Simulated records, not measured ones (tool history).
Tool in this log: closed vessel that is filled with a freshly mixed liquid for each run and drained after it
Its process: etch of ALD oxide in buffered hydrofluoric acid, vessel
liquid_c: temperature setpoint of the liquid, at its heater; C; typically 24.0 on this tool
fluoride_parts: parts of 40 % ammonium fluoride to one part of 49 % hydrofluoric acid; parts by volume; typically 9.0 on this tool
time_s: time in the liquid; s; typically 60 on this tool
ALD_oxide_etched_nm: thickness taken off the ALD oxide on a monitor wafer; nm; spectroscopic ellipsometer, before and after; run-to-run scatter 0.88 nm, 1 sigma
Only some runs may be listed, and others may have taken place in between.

run,hour,liquid_c,fluoride_parts,time_s,"read-back film thickness of the ALD oxide reference wafer, read on the same gauge (nm)",ALD_oxide_etched_nm
1,0.0,24.0,9.0,85,50.02,202.71
2,53.9,24.0,9.0,60,50.02,145.93
3,109.7,24.0,9.0,60,49.97,142.97
# hour 134.0: thermometer replaced
4,182.5,24.0,9.0,60,49.99,144.32
# hour 237.4: gauge calibrated
5,259.2,24.0,9.0,60,50.00,145.67
6,297.0,24.0,9.0,60,49.96,144.36
7,397.5,24.0,9.0,60,50.01,144.57
8,439.8,24.0,9.0,45,50.00,109.61
9,489.8,24.0,9.0,45,50.00,109.51
10,577.8,24.0,9.0,45,49.96,110.29
11,670.0,21.0,9.0,60,50.00,124.47
12,731.9,21.0,9.0,60,49.99,125.48
13,797.7,24.0,9.0,60,50.00,147.47
# hour 807.3: thermometer replaced
14,897.9,24.0,7.0,90,49.99,288.41
15,948.9,24.0,11.5,30,50.02,60.22
# hour 1000.9: hydrofluoric acid flow meter replaced
16,1048.1,20.0,12.0,30,50.03,48.67
17,1134.8,24.0,11.0,45,49.99,98.13
18,1189.8,29.0,9.0,30,49.98,103.13
19,1275.4,28.5,6.0,90,50.00,440.25
20,1349.0,24.0,9.0,70,50.02,185.25
21,1429.3,24.0,9.0,60,50.00,157.84
22,1476.1,19.5,7.0,90,50.00,236.67
# hour 1507.5: thermometer replaced
# hour 1542.3: hydrofluoric acid flow meter replaced, repeated, since the last time left the tool worse
23,1580.3,24.0,6.5,60,50.01,191.69

Run 24, settings as shown, results not yet in. Your forecast:
24,1635.4,24.0,7.0,60,?,?

{"run 24": {"read-back film thickness of the ALD oxide reference wafer, read on the same gauge (nm)": 50.0, "ALD_oxide_etched_nm": 179.03}}
On a tool with no hidden condition, and with the same random variation, this run would have come out at ALD_oxide_etched_nm 177.47 nm.

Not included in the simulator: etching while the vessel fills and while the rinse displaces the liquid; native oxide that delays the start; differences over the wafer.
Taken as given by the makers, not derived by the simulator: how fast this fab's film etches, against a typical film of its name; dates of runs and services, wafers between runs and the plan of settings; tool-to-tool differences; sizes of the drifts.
